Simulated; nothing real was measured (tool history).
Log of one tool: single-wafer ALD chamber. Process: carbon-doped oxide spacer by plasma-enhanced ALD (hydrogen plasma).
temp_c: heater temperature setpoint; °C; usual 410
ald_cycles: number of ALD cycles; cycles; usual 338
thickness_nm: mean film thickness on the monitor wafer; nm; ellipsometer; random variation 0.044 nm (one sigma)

run,hour,temp_c,ald_cycles,"read-back reference wafer on the same gauge, thickness_nm",thickness_nm
1,0,410,338,16.801,17.557
2,21.3,410,338,16.796,17.632
3,57,410,338,16.805,17.637
4,134.3,410,338,16.808,17.634
5,162.5,410,338,16.798,17.707
6,175.3,410,338,16.798,17.616
7,198.3,410,338,16.799,17.654
8,232.9,410,338,16.802,17.648
9,268.1,420,312,16.811,15.68
10,280.9,410,338,16.796,17.611
11,296.8,410,338,16.805,17.587
12,312.4,410,338,16.806,17.587
13,336.4,410,338,16.795,17.595
14,368.2,410,338,16.796,17.672
# hour 372.6: gauge calibrated
15,400.1,424,375,16.792,18.527
16,496.6,405,293,16.809,15.501
17,529.6,400,362,16.797,19.432
18,554.6,410,338,16.796,17.589
19,581.2,410,338,16.787,17.674
20,596.4,395,386,16.795,20.718
# hour 619.7: thermocouple changed; heater temperature recalibrated
21,620.2,396,314,16.806,16.825
22,653.2,419,305,16.801,15.424
23,680.1,420,393,16.796,19.705
24,713.3,414,338,16.812,17.395
25,733.1,410,338,16.799,17.604
26,751.1,410,338,16.799,17.628
27,776.7,398,392,16.788,21.074

Forecast each of these 3 alternatives for the next run:
A,777.6,410,338,?,?
B,777.6,400,396,?,?
C,777.6,424,338,?,?

run,"read-back reference wafer on the same gauge, thickness_nm",thickness_nm
A,16.803,17.616
B,16.803,21.277
C,16.803,16.747
Without the tool's hidden state the same runs would have given:
run,thickness_nm
A,17.616
B,21.277
C,16.747
